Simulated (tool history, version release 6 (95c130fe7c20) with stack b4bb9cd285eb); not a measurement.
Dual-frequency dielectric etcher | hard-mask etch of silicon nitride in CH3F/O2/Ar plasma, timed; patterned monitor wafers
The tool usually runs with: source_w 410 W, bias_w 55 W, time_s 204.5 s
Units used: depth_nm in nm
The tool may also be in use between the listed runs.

run	hour	source_w	bias_w	time_s	read-back reference wafer on the same gauge, depth_nm	depth_nm
1	0.0	410	55	204.5	137.0	131.2
2	50.7	410	55	204.5	137.0	131.9
3	103.3	410	55	204.5	137.0	132.6
4	154.6	410	60	204.5	137.1	136.2
# hour 273.3: wet clean of the chamber
5	379.2	410	60	204.5	136.9	135.8
6	457.0	410	55	204.5	137.3	132.4
# hour 519.9: bias power generator calibrated
7	554.4	410	55	204.5	137.0	132.8
8	637.1	410	55	204.5	137.0	129.1
# hour 695.3: wet clean of the chamber
9	695.8	410	55	204.5	137.1	129.7
# hour 738.2: gauge calibrated
10	792.3	350	41	183.0	137.0	97.7
# hour 938.4: source power generator calibrated
# hour 1004.7: upper electrode replaced, of another model than before
11	1081.4	360	55	243.0	137.1	139.0
# hour 1140.8: wet clean of the chamber
12	1141.3	410	55	204.5	136.9	134.1
13	1209.7	360	59	204.5	137.0	121.8
14	1306.9	470	62	240.0	137.0	187.5
15	1402.0	410	61	204.5	136.9	139.8
16	1501.3	410	55	204.5	136.9	133.1

Alternative continuations, all from the tool just after run 16; predict every row:
A	1501.8	410	55	204.5	?	?
B	1501.8	410	65	247.0	?	?
C	1501.8	410	55	251.5	?	?

run	read-back reference wafer on the same gauge, depth_nm	depth_nm
A	136.7	133.4
B	136.7	175.6
C	136.7	164.1
The same runs, with their run-to-run variation unchanged, on a tool lacking any hidden condition would have given:
run	depth_nm
A	134.1
B	176.4
C	164.9
